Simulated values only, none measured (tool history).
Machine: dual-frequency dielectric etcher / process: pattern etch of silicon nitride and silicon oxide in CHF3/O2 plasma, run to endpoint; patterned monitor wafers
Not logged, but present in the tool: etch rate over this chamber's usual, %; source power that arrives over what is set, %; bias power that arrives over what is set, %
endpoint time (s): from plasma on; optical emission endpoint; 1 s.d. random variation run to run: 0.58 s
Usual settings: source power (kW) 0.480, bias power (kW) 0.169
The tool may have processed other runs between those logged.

| run | hour | source power (kW) | bias power (kW) | wafers since the last listed run | hours since the last wet clean | hours since the last source power generator calibration | hours since the last bias power generator calibration | hours since the last upper electrode change | incoming incoming film thickness, nm | endpoint time (s) |
|---|---|---|---|---|---|---|---|---|---|---|
| 1 | 0.0 | 0.480 | 0.169 | 0 | 202.5 | 1851.7 | 1784.6 | 2808.8 | 246.5 | 191.0 |
| 2 | 16.8 | 0.510 | 0.169 | 76 | 219.3 | 1868.5 | 1801.4 | 2825.6 | 246.4 | 187.6 |
| 3 | 42.6 | 0.480 | 0.169 | 117 | 245.1 | 1894.3 | 1827.2 | 2851.4 | 248.5 | 194.2 |
| 4 | 62.9 | 0.390 | 0.169 | 92 | 265.4 | 1914.6 | 1847.5 | 2871.7 | 247.2 | 203.0 |
| 5 | 82.7 | 0.390 | 0.169 | 89 | 285.2 | 1934.4 | 1867.3 | 2891.5 | 248.2 | 204.1 |
| 6 | 114.7 | 0.390 | 0.169 | 145 | 317.2 | 1966.4 | 1899.3 | 2923.5 | 245.9 | 201.7 |
| 7 | 130.7 | 0.430 | 0.169 | 72 | 333.2 | 1982.4 | 1915.3 | 2939.5 | 247.1 | 196.9 |
| 8 | 165.4 | 0.430 | 0.169 | 157 | 367.9 | 2017.1 | 1950.0 | 2974.2 | 245.5 | 195.9 |
| 9 | 198.1 | 0.430 | 0.169 | 148 | 400.6 | 2049.8 | 1982.7 | 3006.9 | 245.5 | 194.5 |
| 10 | 233.4 | 0.480 | 0.169 | 160 | 435.9 | 2085.1 | 2018.0 | 3042.2 | 246.9 | 191.9 |
|  | 276.7 | source power generator calibrated |
|  | 309.7 | wet clean of the chamber |
| 11 | 325.3 | 0.480 | 0.169 | 290 | 15.6 | 48.6 | 2109.9 | 3134.1 | 245.4 | 192.6 |
| 12 | 350.4 | 0.480 | 0.169 | 113 | 40.7 | 73.7 | 2135.0 | 3159.2 | 246.4 | 193.4 |
|  | 384.1 | upper electrode replaced |
| 13 | 384.6 | 0.580 | 0.184 | 46 | 74.9 | 107.9 | 2169.2 | 0.5 | 242.9 | 175.9 |
|  | 408.1 | bias power generator calibrated |
| 14 | 408.6 | 0.480 | 0.169 | 90 | 98.9 | 131.9 | 0.5 | 24.5 | 245.8 | 192.8 |
| 15 | 427.8 | 0.580 | 0.142 | 87 | 118.1 | 151.1 | 19.7 | 43.7 | 246.0 | 193.0 |
| 16 | 461.6 | 0.360 | 0.136 | 153 | 151.9 | 184.9 | 53.5 | 77.5 | 246.5 | 223.6 |
| 17 | 484.0 | 0.480 | 0.169 | 101 | 174.3 | 207.3 | 75.9 | 99.9 | 245.6 | 191.1 |
| 18 | 502.3 | 0.570 | 0.193 | 83 | 192.6 | 225.6 | 94.2 | 118.2 | 244.7 | 172.8 |
| 19 | 534.2 | 0.480 | 0.169 | 144 | 224.5 | 257.5 | 126.1 | 150.1 | 247.2 | 192.3 |
| 20 | 554.5 | 0.600 | 0.197 | 92 | 244.8 | 277.8 | 146.4 | 170.4 | 247.2 | 171.0 |
| 21 | 659.1 | 0.360 | 0.169 | 474 | 349.4 | 382.4 | 251.0 | 275.0 | 244.9 | 205.8 |
| 22 | 736.4 | 0.480 | 0.149 | 350 | 426.7 | 459.7 | 328.3 | 352.3 | 245.5 | 198.5 |
| 23 | 751.2 | 0.480 | 0.169 | 67 | 441.5 | 474.5 | 343.1 | 367.1 | 248.1 | 191.9 |
| 24 | 767.9 | 0.520 | 0.169 | 75 | 458.2 | 491.2 | 359.8 | 383.8 | 244.8 | 185.5 |

For each entry between runs, how does the tool's hidden state at the last listed run before it compare with that at the first listed run after it?
Run 10 -> run 11: source power generator calibrated (hour 276.7); wet clean of the chamber (hour 309.7)
  etch rate over this chamber's usual, %: 1.52 -> -0.193
  what was measured, less what the result would be without the hidden state, endpoint time (s): -2.9 -> +0.4
Run 12 -> run 13: upper electrode replaced (hour 384.1)
  etch rate over this chamber's usual, %: -0.104 -> 0.0167
  what was measured, less what the result would be without the hidden state, endpoint time (s): +0.2 -> -0.1
Run 13 -> run 14: bias power generator calibrated (hour 408.1)
  etch rate over this chamber's usual, %: 0.0167 -> 0.102
  what was measured, less what the result would be without the hidden state, endpoint time (s): -0.1 -> -0.2

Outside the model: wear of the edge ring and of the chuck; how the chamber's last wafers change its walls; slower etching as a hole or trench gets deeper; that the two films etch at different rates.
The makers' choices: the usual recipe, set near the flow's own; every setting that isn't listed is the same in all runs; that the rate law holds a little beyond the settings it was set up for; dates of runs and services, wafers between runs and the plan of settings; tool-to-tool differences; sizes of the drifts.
